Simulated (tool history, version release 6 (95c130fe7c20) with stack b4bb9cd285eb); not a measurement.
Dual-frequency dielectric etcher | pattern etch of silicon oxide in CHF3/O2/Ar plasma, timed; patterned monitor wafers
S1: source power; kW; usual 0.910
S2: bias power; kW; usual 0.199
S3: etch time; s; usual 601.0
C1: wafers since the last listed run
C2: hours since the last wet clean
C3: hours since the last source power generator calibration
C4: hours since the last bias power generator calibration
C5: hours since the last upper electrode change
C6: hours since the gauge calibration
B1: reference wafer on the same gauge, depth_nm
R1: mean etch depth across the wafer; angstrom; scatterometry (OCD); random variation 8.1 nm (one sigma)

run	hour	S1	S2	S3	C1	C2	C3	C4	C5	C6	B1	R1
1	0.0	0.910	0.199	601.0	0	110.1	2418.7	57.1	5150.0	37.8	1587.3	14100
2	16.7	0.910	0.199	601.0	61	126.8	2435.4	73.8	5166.7	54.5	1588.4	14049
3	38.2	0.800	0.220	601.0	78	148.3	2456.9	95.3	5188.2	76.0	1591.9	13776
4	51.4	0.910	0.199	601.0	48	161.5	2470.1	108.5	5201.4	89.2	1591.3	13838
5	67.2	0.910	0.199	601.0	57	177.3	2485.9	124.3	5217.2	105.0	1591.2	14070
6	98.7	0.910	0.199	601.0	115	208.8	2517.4	155.8	5248.7	136.5	1590.1	13917
7	126.7	0.910	0.166	601.0	102	236.8	2545.4	183.8	5276.7	164.5	1591.9	13350
8	148.9	0.910	0.199	601.0	81	259.0	2567.6	206.0	5298.9	186.7	1594.2	13908
9	184.7	0.770	0.154	750.0	131	294.8	2603.4	241.8	5334.7	222.5	1592.7	15406
10	209.6	1.140	0.199	601.0	91	319.7	2628.3	266.7	5359.6	247.4	1588.9	15123
11	244.7	0.910	0.164	601.0	128	354.8	2663.4	301.8	5394.7	282.5	1585.8	13136
12	263.9	0.910	0.245	716.0	70	374.0	2682.6	321.0	5413.9	301.7	1593.6	17350
13	297.8	0.910	0.183	487.0	124	407.9	2716.5	354.9	5447.8	335.6	1592.4	10863
# hour 317.6: source power generator calibrated
14	322.6	0.910	0.199	601.0	76	432.7	5.0	379.7	5472.6	360.4	1589.9	13572
15	355.0	0.800	0.233	745.5	118	465.1	37.4	412.1	5505.0	392.8	1587.7	16744
16	379.2	0.990	0.157	601.0	88	489.3	61.6	436.3	5529.2	417.0	1588.4	13072
17	397.8	0.910	0.199	736.5	68	507.9	80.2	454.9	5547.8	435.6	1589.9	16577
18	414.2	0.760	0.176	555.0	60	524.3	96.6	471.3	5564.2	452.0	1588.9	11363
19	438.6	1.060	0.199	601.0	89	548.7	121.0	495.7	5588.6	476.4	1594.1	14408
20	452.4	0.910	0.199	500.5	50	562.5	134.8	509.5	5602.4	490.2	1584.3	11123
# hour 482.5: upper electrode replaced
# hour 486.2: wet clean of the chamber
21	545.3	0.910	0.199	601.0	239	59.1	227.7	602.4	62.8	583.1	1589.5	14052
22	564.0	0.910	0.199	766.5	68	77.8	246.4	621.1	81.5	601.8	1591.4	18082
23	598.3	0.720	0.199	601.0	125	112.1	280.7	655.4	115.8	636.1	1590.6	12969
24	620.9	0.690	0.237	601.0	82	134.7	303.3	678.0	138.4	658.7	1587.7	13326
25	633.3	0.760	0.214	509.0	45	147.1	315.7	690.4	150.8	671.1	1589.0	11455
26	662.6	0.910	0.175	496.5	107	176.4	345.0	719.7	180.1	700.4	1585.7	11193
27	683.3	1.050	0.226	477.0	75	197.1	365.7	740.4	200.8	721.1	1588.5	12003
28	705.8	0.910	0.183	601.0	82	219.6	388.2	762.9	223.3	743.6	1596.3	13559
29	725.9	0.690	0.199	680.0	73	239.7	408.3	783.0	243.4	763.7	1590.7	14202
30	739.1	0.910	0.246	653.5	48	252.9	421.5	796.2	256.6	776.9	1589.3	16007

Some steps in R1 between neighbouring runs. How much of each would the tool show without its hidden state too (settings, what came in, random variation), and how much is left for the hidden state, with any gauge scatter that isn't in both results?
The hidden state here: etch rate over this chamber's usual, %; source power that arrives over what is set, %; bias power that arrives over what is set, %; gauge reads high (%).
Run 12 -> 13: S2 0.245 -> 0.183, S3 716.0 -> 487.0. R1 -6487 angstrom: hidden state +177, all else -6664.
Run 16 -> 17: S1 0.990 -> 0.910, S2 0.157 -> 0.199, S3 601.0 -> 736.5. R1 +3505 angstrom: hidden state -192, all else +3697.
Run 17 -> 18: S1 0.910 -> 0.760, S2 0.199 -> 0.176, S3 736.5 -> 555.0. R1 -5214 angstrom: hidden state +227, all else -5441.
Run 20 -> 21: S3 500.5 -> 601.0, upper electrode replaced, wet clean of the chamber. R1 +2929 angstrom: hidden state +529, all else +2400.
Run 22 -> 23: S1 0.910 -> 0.720, S3 766.5 -> 601.0. R1 -5113 angstrom: hidden state -12, all else -5101.
